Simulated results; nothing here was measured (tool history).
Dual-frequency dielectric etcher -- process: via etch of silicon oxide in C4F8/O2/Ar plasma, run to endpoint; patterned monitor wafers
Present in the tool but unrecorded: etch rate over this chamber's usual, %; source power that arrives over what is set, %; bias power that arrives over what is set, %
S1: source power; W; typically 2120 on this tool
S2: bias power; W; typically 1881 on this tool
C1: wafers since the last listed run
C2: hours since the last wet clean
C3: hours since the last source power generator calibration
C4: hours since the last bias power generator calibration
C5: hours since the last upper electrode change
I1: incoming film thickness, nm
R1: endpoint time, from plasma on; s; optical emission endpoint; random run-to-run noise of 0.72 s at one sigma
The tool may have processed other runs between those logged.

run,day,S1,S2,C1,C2,C3,C4,C5,I1,R1
1,0.000,2120,2044,0,291.9,4874.7,3427.1,3749.3,1041.9,176.0
2,0.342,2120,2044,51,300.1,4882.9,3435.3,3757.5,1048.2,177.6
3,0.767,2120,1556,64,310.3,4893.1,3445.5,3767.7,1054.4,187.8
4,1.100,2360,1881,50,318.3,4901.1,3453.5,3775.7,1049.0,170.2
5,1.567,2120,1881,70,329.5,4912.3,3464.7,3786.9,1055.4,180.3
6,2.150,2120,1881,88,343.5,4926.3,3478.7,3800.9,1052.6,180.7
7,2.592,2120,1881,66,354.1,4936.9,3489.3,3811.5,1050.3,180.6
8,2.979,2120,1881,58,363.4,4946.2,3498.6,3820.8,1050.6,178.4
9,3.679,2120,1738,105,380.2,4963.0,3515.4,3837.6,1042.0,181.2
10,4.304,2120,1881,94,395.2,4978.0,3530.4,3852.6,1060.3,180.8
# day 5.554: upper electrode replaced
# day 6.154: wet clean of the chamber
11,6.175,2120,1881,41,0.5,5022.9,3575.3,14.9,1042.8,182.9
12,6.188,2120,2092,1,0.8,5023.2,3575.6,15.2,1040.7,179.4
13,6.204,2120,2092,2,1.2,5023.6,3576.0,15.6,1045.6,179.0
14,6.221,2120,2092,2,1.6,5024.0,3576.4,16.0,1051.5,181.8
15,6.317,2120,1881,14,3.9,5026.3,3578.7,18.3,1044.6,182.4
16,6.667,1930,2206,52,12.3,5034.7,3587.1,26.7,1037.9,186.6
17,7.271,2120,1881,91,26.8,5049.2,3601.6,41.2,1046.1,184.8
18,7.975,2320,1881,106,43.7,5066.1,3618.5,58.1,1046.1,172.5
# day 8.342: bias power generator calibrated
19,8.496,2120,1881,53,56.2,5078.6,3.7,70.6,1056.9,186.0
20,8.900,1850,1574,61,65.9,5088.3,13.4,80.3,1057.4,208.2
21,9.250,1920,1722,52,74.3,5096.7,21.8,88.7,1047.2,196.7
22,9.750,2550,2212,75,86.3,5108.7,33.8,100.7,1044.2,159.5
23,10.333,2120,2092,88,100.3,5122.7,47.8,114.7,1054.9,180.2
# day 10.638: source power generator calibrated
24,10.658,2360,2294,23,108.1,0.5,55.6,122.5,1047.2,166.1
25,11.150,2120,1881,74,119.9,12.3,67.4,134.3,1028.6,179.8
26,11.596,1680,1460,67,130.6,23.0,78.1,145.0,1053.7,223.8
27,12.217,2120,1881,93,145.5,37.9,93.0,159.9,1046.0,182.0
28,12.912,2120,1881,105,162.2,54.6,109.7,176.6,1039.5,180.6

Predict the results of run 29:
29,13.225,1700,1881,47,169.7,62.1,117.2,184.1,1042.6,?

R1: 207.8 s
Had the tool carried no hidden state, the very same run would have given R1 209.1 s.

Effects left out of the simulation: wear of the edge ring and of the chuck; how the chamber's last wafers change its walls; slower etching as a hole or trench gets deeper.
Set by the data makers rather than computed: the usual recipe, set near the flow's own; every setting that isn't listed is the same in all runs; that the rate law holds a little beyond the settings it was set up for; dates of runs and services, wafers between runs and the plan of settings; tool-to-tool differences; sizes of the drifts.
